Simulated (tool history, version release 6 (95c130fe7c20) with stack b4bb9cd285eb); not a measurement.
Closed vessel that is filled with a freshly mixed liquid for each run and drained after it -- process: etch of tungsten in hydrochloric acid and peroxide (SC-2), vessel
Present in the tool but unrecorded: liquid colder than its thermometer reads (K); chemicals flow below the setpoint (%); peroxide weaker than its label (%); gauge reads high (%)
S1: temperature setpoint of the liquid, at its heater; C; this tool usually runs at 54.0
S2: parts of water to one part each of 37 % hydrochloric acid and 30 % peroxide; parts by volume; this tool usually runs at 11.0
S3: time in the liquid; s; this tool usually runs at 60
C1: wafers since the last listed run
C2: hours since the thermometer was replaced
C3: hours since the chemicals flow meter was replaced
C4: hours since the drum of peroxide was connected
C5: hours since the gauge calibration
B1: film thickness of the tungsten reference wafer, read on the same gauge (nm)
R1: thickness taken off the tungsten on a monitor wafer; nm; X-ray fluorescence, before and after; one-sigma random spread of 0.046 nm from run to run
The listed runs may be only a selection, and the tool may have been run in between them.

| run | day | S1 | S2 | S3 | C1 | C2 | C3 | C4 | C5 | B1 | R1 |
|---|---|---|---|---|---|---|---|---|---|---|---|
| 1 | 0.000 | 54.0 | 11.0 | 60 | 0 | 392.8 | 1102.6 | 267.4 | 648.3 | 50.02 | 11.57 |
| 2 | 1.250 | 54.0 | 11.0 | 60 | 4327 | 422.8 | 1132.6 | 297.4 | 678.3 | 50.00 | 11.56 |
|  | 1.542 | gauge calibrated |
| 3 | 2.912 | 54.0 | 11.0 | 60 | 5755 | 462.7 | 1172.5 | 337.3 | 32.9 | 49.97 | 11.59 |
| 4 | 5.154 | 54.0 | 8.0 | 60 | 7760 | 516.5 | 1226.3 | 391.1 | 86.7 | 49.98 | 15.02 |
| 5 | 7.012 | 54.0 | 8.0 | 60 | 6433 | 561.1 | 1270.9 | 435.7 | 131.3 | 50.02 | 14.99 |
| 6 | 9.496 | 54.0 | 11.0 | 60 | 8596 | 620.7 | 1330.5 | 495.3 | 190.9 | 49.98 | 11.51 |
| 7 | 11.529 | 47.0 | 11.0 | 60 | 7038 | 669.5 | 1379.3 | 544.1 | 239.7 | 50.02 | 7.19 |
| 8 | 12.804 | 47.0 | 11.0 | 60 | 4413 | 700.1 | 1409.9 | 574.7 | 270.3 | 50.01 | 7.17 |
| 9 | 13.983 | 47.0 | 11.0 | 60 | 4082 | 728.4 | 1438.2 | 603.0 | 298.6 | 50.00 | 7.19 |
|  | 15.296 | chemicals flow meter replaced |
|  | 15.733 | new drum of peroxide connected |
| 10 | 16.129 | 58.0 | 11.0 | 60 | 7139 | 779.9 | 20.0 | 9.5 | 350.1 | 50.01 | 15.86 |
|  | 16.321 | thermometer replaced |
| 11 | 17.896 | 58.0 | 11.0 | 60 | 5971 | 37.8 | 62.4 | 51.9 | 392.5 | 50.01 | 15.76 |
| 12 | 19.625 | 51.5 | 11.0 | 80 | 5985 | 79.3 | 103.9 | 93.4 | 434.0 | 49.99 | 13.90 |
| 13 | 22.421 | 51.5 | 11.0 | 80 | 9678 | 146.4 | 171.0 | 160.5 | 501.1 | 49.99 | 13.83 |
| 14 | 24.996 | 49.0 | 15.5 | 60 | 8914 | 208.2 | 232.8 | 222.3 | 562.9 | 50.02 | 6.47 |
| 15 | 27.271 | 56.5 | 13.5 | 85 | 7875 | 262.8 | 287.4 | 276.9 | 617.5 | 50.00 | 16.92 |
| 16 | 29.083 | 54.0 | 11.0 | 60 | 6274 | 306.3 | 330.9 | 320.4 | 661.0 | 49.96 | 12.15 |
|  | 30.583 | gauge calibrated |
| 17 | 30.600 | 45.5 | 11.0 | 75 | 5250 | 342.7 | 367.3 | 356.8 | 0.4 | 49.99 | 8.57 |
| 18 | 32.425 | 54.0 | 13.5 | 80 | 6317 | 386.5 | 411.1 | 400.6 | 44.2 | 49.99 | 13.49 |

Estimate the outcome of run 19 from the log above:
| 19 | 33.583 | 54.0 | 7.0 | 90 | 4009 | 414.3 | 438.9 | 428.4 | 72.0 | ? | ? |

Run 19 measured B1 50.01, R1 26.32 nm.
Had the tool carried no hidden state, the very same run would have given R1 26.82 nm.
